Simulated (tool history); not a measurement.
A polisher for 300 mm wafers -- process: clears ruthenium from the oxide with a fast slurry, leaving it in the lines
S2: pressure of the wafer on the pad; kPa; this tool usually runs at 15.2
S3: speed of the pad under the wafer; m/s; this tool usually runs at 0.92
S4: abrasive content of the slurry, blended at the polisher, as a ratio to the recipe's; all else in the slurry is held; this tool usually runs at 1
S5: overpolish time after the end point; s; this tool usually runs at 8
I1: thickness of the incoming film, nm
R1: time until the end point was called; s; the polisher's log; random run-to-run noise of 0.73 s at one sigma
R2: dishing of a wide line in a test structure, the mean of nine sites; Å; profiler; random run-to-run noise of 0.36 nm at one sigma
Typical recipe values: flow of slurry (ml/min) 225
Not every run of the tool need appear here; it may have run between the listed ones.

run 1 day=0 | flow_of_slurry_(ml/min)=225 S2=15.2 S3=0.92 S4=0.8 S5=8 | I1=226.2 | R1=99.7 R2=135
run 2 day=0.729 | flow_of_slurry_(ml/min)=225 S2=15.2 S3=0.92 S4=0.8 S5=8 | I1=227.7 | R1=100.9 R2=135
run 3 day=1.4 | flow_of_slurry_(ml/min)=225 S2=15.2 S3=0.92 S4=0.8 S5=8 | I1=228.8 | R1=100.3 R2=144
run 4 day=2.35 | flow_of_slurry_(ml/min)=225 S2=15.2 S3=0.92 S4=1 S5=8 | I1=228.7 | R1=87.7 R2=158
run 5 day=3.358 | flow_of_slurry_(ml/min)=225 S2=15.2 S3=0.92 S4=1 S5=8 | I1=228.3 | R1=86.9 R2=152
-- day=3.679 worn pad replaced by a new one
run 6 day=4.35 | flow_of_slurry_(ml/min)=275 S2=15.2 S3=0.78 S4=1.15 S5=8 | I1=229.5 | R1=93.6 R2=141
run 7 day=5.621 | flow_of_slurry_(ml/min)=225 S2=15.2 S3=0.92 S4=1 S5=8 | I1=227.4 | R1=87.4 R2=155
run 8 day=6.562 | flow_of_slurry_(ml/min)=225 S2=15.2 S3=0.92 S4=1 S5=8 | I1=232.6 | R1=90.8 R2=153
run 9 day=7.338 | flow_of_slurry_(ml/min)=225 S2=15.2 S3=0.66 S4=0.85 S5=10 | I1=233.3 | R1=139.3 R2=124
run 10 day=8.254 | flow_of_slurry_(ml/min)=265 S2=15.2 S3=0.92 S4=1 S5=4 | I1=231.7 | R1=90.1 R2=80
run 11 day=9.5 | flow_of_slurry_(ml/min)=270 S2=15.2 S3=0.92 S4=0.75 S5=3 | I1=231.5 | R1=109.9 R2=50
-- day=9.904 slurry blender recalibrated
run 12 day=10.633 | flow_of_slurry_(ml/min)=225 S2=15.2 S3=0.92 S4=1 S5=8 | I1=233.7 | R1=87.5 R2=157
-- day=11.521 head pressure recalibrated
run 13 day=11.588 | flow_of_slurry_(ml/min)=265 S2=20 S3=1.1 S4=1 S5=8 | I1=227 | R1=55.7 R2=238
run 14 day=12.296 | flow_of_slurry_(ml/min)=180 S2=15.2 S3=0.92 S4=1 S5=12 | I1=226.2 | R1=88.4 R2=225
run 15 day=13.012 | flow_of_slurry_(ml/min)=225 S2=15.2 S3=0.92 S4=1 S5=8 | I1=227.4 | R1=85.5 R2=163
run 16 day=13.879 | flow_of_slurry_(ml/min)=225 S2=15.2 S3=0.92 S4=1.2 S5=8 | I1=230.7 | R1=78.5 R2=166
-- day=14.275 worn pad replaced by a new one
run 17 day=15.062 | flow_of_slurry_(ml/min)=225 S2=15.2 S3=0.92 S4=1 S5=8 | I1=232.6 | R1=87.2 R2=157
run 18 day=16.554 | flow_of_slurry_(ml/min)=175 S2=15.2 S3=1.12 S4=1 S5=8 | I1=226.2 | R1=72.8 R2=185
run 19 day=17.425 | flow_of_slurry_(ml/min)=275 S2=15.2 S3=0.92 S4=1 S5=8 | I1=231 | R1=86.7 R2=164
run 20 day=18.129 | flow_of_slurry_(ml/min)=225 S2=15.2 S3=0.92 S4=1.1 S5=8 | I1=228.8 | R1=83.7 R2=163
run 21 day=19.329 | flow_of_slurry_(ml/min)=225 S2=15.2 S3=0.92 S4=1.1 S5=8 | I1=230.5 | R1=84.7 R2=168
run 22 day=19.979 | flow_of_slurry_(ml/min)=145 S2=18.6 S3=0.92 S4=1.25 S5=12 | I1=233.8 | R1=74.4 R2=283
run 23 day=20.75 | flow_of_slurry_(ml/min)=225 S2=15.2 S3=0.92 S4=1.25 S5=8 | I1=227.1 | R1=78 R2=178
run 24 day=22.188 | flow_of_slurry_(ml/min)=295 S2=15.2 S3=0.62 S4=0.9 S5=8 | I1=227.6 | R1=135.5 R2=99
run 25 day=23.562 | flow_of_slurry_(ml/min)=225 S2=15.2 S3=1 S4=1 S5=10 | I1=225.3 | R1=80.4 R2=205
-- day=24.683 slurry blender recalibrated
-- day=24.704 worn pad replaced by a new one
run 26 day=24.762 | flow_of_slurry_(ml/min)=225 S2=20.7 S3=0.92 S4=1.1 S5=8 | I1=229.9 | R1=63.8 R2=214
run 27 day=25.496 | flow_of_slurry_(ml/min)=250 S2=10.3 S3=1.08 S4=1 S5=8 | I1=230 | R1=95.2 R2=149
run 28 day=26.15 | flow_of_slurry_(ml/min)=225 S2=15.2 S3=0.92 S4=1 S5=8 | I1=232.7 | R1=85.7 R2=160

Here are 5 independent what-if runs from the current tool condition. What would each one return?
run A day=26.167 | flow_of_slurry_(ml/min)=225 S2=15.2 S3=0.92 S4=1 S5=13 | I1=229.9 | R1=? R2=?
run B day=26.167 | flow_of_slurry_(ml/min)=225 S2=15.2 S3=1.14 S4=1 S5=10 | I1=229.9 | R1=? R2=?
run C day=26.167 | flow_of_slurry_(ml/min)=225 S2=20 S3=0.92 S4=1.15 S5=10 | I1=229.9 | R1=? R2=?
run D day=26.167 | flow_of_slurry_(ml/min)=205 S2=10.3 S3=0.92 S4=1 S5=8 | I1=229.9 | R1=? R2=?
run E day=26.167 | flow_of_slurry_(ml/min)=225 S2=11.7 S3=0.92 S4=1 S5=8 | I1=229.9 | R1=? R2=?

run=A R1=86 R2=250
run=B R1=69.4 R2=239
run=C R1=64.1 R2=257
run=D R1=115.8 R2=118
run=E R1=104.5 R2=130
Without the tool's hidden state the same runs would have given:
run=A R1=85.4 R2=251
run=B R1=68.9 R2=240
run=C R1=63.6 R2=259
run=D R1=114.9 R2=119
run=E R1=103.7 R2=131

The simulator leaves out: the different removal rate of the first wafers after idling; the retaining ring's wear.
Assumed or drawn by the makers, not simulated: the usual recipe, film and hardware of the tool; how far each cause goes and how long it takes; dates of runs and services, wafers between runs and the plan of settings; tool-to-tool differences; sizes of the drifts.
